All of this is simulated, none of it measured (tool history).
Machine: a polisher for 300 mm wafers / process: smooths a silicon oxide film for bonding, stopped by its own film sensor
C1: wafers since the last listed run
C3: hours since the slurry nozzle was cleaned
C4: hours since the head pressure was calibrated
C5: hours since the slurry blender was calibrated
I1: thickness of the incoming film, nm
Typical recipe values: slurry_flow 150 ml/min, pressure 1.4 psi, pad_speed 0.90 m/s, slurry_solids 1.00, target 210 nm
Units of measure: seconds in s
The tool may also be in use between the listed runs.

Run 1, hour 0.0: usual settings but slurry_flow 175 ml/min; C1 0; wafers polished on this pad 1396; C3 245.6; C4 220.7; C5 114.2; I1 251.8. Result: seconds 126.8 s.
At hour 6.1: worn pad replaced by a new one.
At hour 11.9: slurry nozzle cleaned.
Run 2, hour 13.7: usual settings but slurry_flow 175 ml/min; C1 98; wafers polished on this pad 73; C3 1.8; C4 234.4; C5 127.9; I1 253.0. Result: seconds 118.1 s.
Run 3, hour 27.4: usual settings; C1 154; wafers polished on this pad 228; C3 15.5; C4 248.1; C5 141.6; I1 249.5. Result: seconds 115.4 s.
Run 4, hour 35.6: usual settings; C1 92; wafers polished on this pad 320; C3 23.7; C4 256.3; C5 149.8; I1 244.3. Result: seconds 100.7 s.
At hour 42.5: slurry blender recalibrated.
Run 5, hour 48.1: usual settings; C1 118; wafers polished on this pad 439; C3 36.2; C4 268.8; C5 5.6; I1 245.5. Result: seconds 106.0 s.
Run 6, hour 60.6: usual settings; C1 140; wafers polished on this pad 580; C3 48.7; C4 281.3; C5 18.1; I1 248.1. Result: seconds 117.9 s.
Run 7, hour 72.5: usual settings; C1 134; wafers polished on this pad 714; C3 60.6; C4 293.2; C5 30.0; I1 252.6. Result: seconds 128.3 s.
Run 8, hour 88.2: usual settings; C1 177; wafers polished on this pad 891; C3 76.3; C4 308.9; C5 45.7; I1 249.9. Result: seconds 124.7 s.
Run 9, hour 101.2: usual settings; C1 146; wafers polished on this pad 1038; C3 89.3; C4 321.9; C5 58.7; I1 250.2. Result: seconds 126.7 s.
At hour 118.4: worn pad replaced by a new one.
Run 10, hour 118.9: usual settings; C1 154; wafers polished on this pad 5; C3 107.0; C4 339.6; C5 76.4; I1 250.2. Result: seconds 106.9 s.
Run 11, hour 125.1: usual settings but slurry_flow 185 ml/min, pressure 1.0 psi, pad_speed 0.72 m/s; C1 69; wafers polished on this pad 75; C3 113.2; C4 345.8; C5 82.6; I1 254.5. Result: seconds 211.1 s.
Run 12, hour 142.1: usual settings; C1 191; wafers polished on this pad 267; C3 130.2; C4 362.8; C5 99.6; I1 249.8. Result: seconds 113.2 s.
Run 13, hour 157.7: usual settings but slurry_flow 120 ml/min, pressure 1.8 psi, slurry_solids 0.80, target 215 nm; C1 175; wafers polished on this pad 443; C3 145.8; C4 378.4; C5 115.2; I1 254.3. Result: seconds 101.8 s.
Run 14, hour 167.6: usual settings; C1 111; wafers polished on this pad 555; C3 155.7; C4 388.3; C5 125.1; I1 251.3. Result: seconds 124.1 s.
Run 15, hour 175.1: usual settings but slurry_flow 180 ml/min, pressure 1.0 psi, pad_speed 1.04 m/s, target 206 nm; C1 84; wafers polished on this pad 639; C3 163.2; C4 395.8; C5 132.6; I1 247.0. Result: seconds 150.3 s.
Run 16, hour 184.3: usual settings but target 214 nm; C1 103; wafers polished on this pad 743; C3 172.4; C4 405.0; C5 141.8; I1 249.3. Result: seconds 106.7 s.
Run 17, hour 198.4: usual settings but target 199 nm; C1 159; wafers polished on this pad 902; C3 186.5; C4 419.1; C5 155.9; I1 247.7. Result: seconds 155.1 s.
Run 18, hour 207.7: usual settings; C1 104; wafers polished on this pad 1007; C3 195.8; C4 428.4; C5 165.2; I1 246.5. Result: seconds 111.3 s.
Run 19, hour 218.9: usual settings but target 197 nm; C1 126; wafers polished on this pad 1133; C3 207.0; C4 439.6; C5 176.4; I1 250.9. Result: seconds 167.0 s.
At hour 228.7: slurry blender recalibrated.
Run 20, hour 233.9: usual settings; C1 146; wafers polished on this pad 1280; C3 222.0; C4 454.6; C5 5.2; I1 249.8. Result: seconds 122.0 s.
At hour 246.1: slurry nozzle cleaned.
At hour 251.2: worn pad replaced by a new one.
Run 21, hour 276.2: usual settings; C1 420; wafers polished on this pad 281; C3 30.1; C4 496.9; C5 47.5; I1 246.9. Result: seconds 108.2 s.
At hour 282.7: head pressure recalibrated.
Run 22, hour 284.8: usual settings; C1 74; wafers polished on this pad 355; C3 38.7; C4 2.1; C5 56.1; I1 253.3. Result: seconds 129.4 s.
Run 23, hour 293.5: usual settings but pressure 1.1 psi, slurry_solids 0.85, target 197 nm; C1 98; wafers polished on this pad 454; C3 47.4; C4 10.8; C5 64.8; I1 247.4. Result: seconds 214.8 s.
Run 24, hour 309.6: usual settings but slurry_flow 165 ml/min, pressure 1.2 psi, slurry_solids 0.90; C1 181; wafers polished on this pad 635; C3 63.5; C4 26.9; C5 80.9; I1 247.6. Result: seconds 137.8 s.
Run 25, hour 317.7: usual settings but slurry_flow 120 ml/min, pressure 1.6 psi, pad_speed 1.08 m/s, target 205 nm; C1 91; wafers polished on this pad 727; C3 71.6; C4 35.0; C5 89.0; I1 247.1. Result: seconds 101.6 s.
Run 26, hour 325.5: usual settings but pressure 1.2 psi, pad_speed 1.18 m/s, slurry_solids 0.80; C1 87; wafers polished on this pad 814; C3 79.4; C4 42.8; C5 96.8; I1 244.9. Result: seconds 109.6 s.
Run 27, hour 334.8: usual settings but slurry_flow 115 ml/min, pad_speed 0.72 m/s; C1 104; wafers polished on this pad 919; C3 88.7; C4 52.1; C5 106.1; I1 253.7. Result: seconds 171.3 s.
Run 28, hour 351.3: usual settings but slurry_flow 130 ml/min; C1 186; wafers polished on this pad 1105; C3 105.2; C4 68.6; C5 122.6; I1 254.0. Result: seconds 143.4 s.
Run 29, hour 364.3: usual settings but slurry_flow 120 ml/min, slurry_solids 1.10; C1 146; wafers polished on this pad 1252; C3 118.2; C4 81.6; C5 135.6; I1 253.2. Result: seconds 134.2 s.
At hour 378.4: slurry blender recalibrated.
At hour 380.4: worn pad replaced by a new one.
Run 30, hour 380.9: usual settings but slurry_flow 170 ml/min; C1 142; wafers polished on this pad 5; C3 134.8; C4 98.2; C5 2.5; I1 247.9. Result: seconds 102.8 s.
Run 31, hour 411.4: usual settings but pressure 1.9 psi, pad_speed 0.78 m/s, slurry_solids 1.15, target 205 nm; C1 343; wafers polished on this pad 349; C3 165.3; C4 128.7; C5 33.0; I1 250.0. Result: seconds 105.6 s.

What if the next run were any one of these 3? Each begins from the tool's condition after run 31:
Run A, hour 411.9: usual settings; C1 5; wafers polished on this pad 355; C3 165.8; C4 129.2; C5 33.5; I1 250.8. Result: seconds ?.
Run B, hour 411.9: usual settings but pressure 1.0 psi; C1 5; wafers polished on this pad 355; C3 165.8; C4 129.2; C5 33.5; I1 250.8. Result: seconds ?.
Run C, hour 411.9: usual settings but pressure 1.2 psi, target 205 nm; C1 5; wafers polished on this pad 355; C3 165.8; C4 129.2; C5 33.5; I1 250.8. Result: seconds ?.

run  seconds
  A    122.5
  B    171.6
  C    160.5
Had the tool no hidden state, the same runs would have come out as:
run  seconds
  A    113.5
  B    158.9
  C    148.6
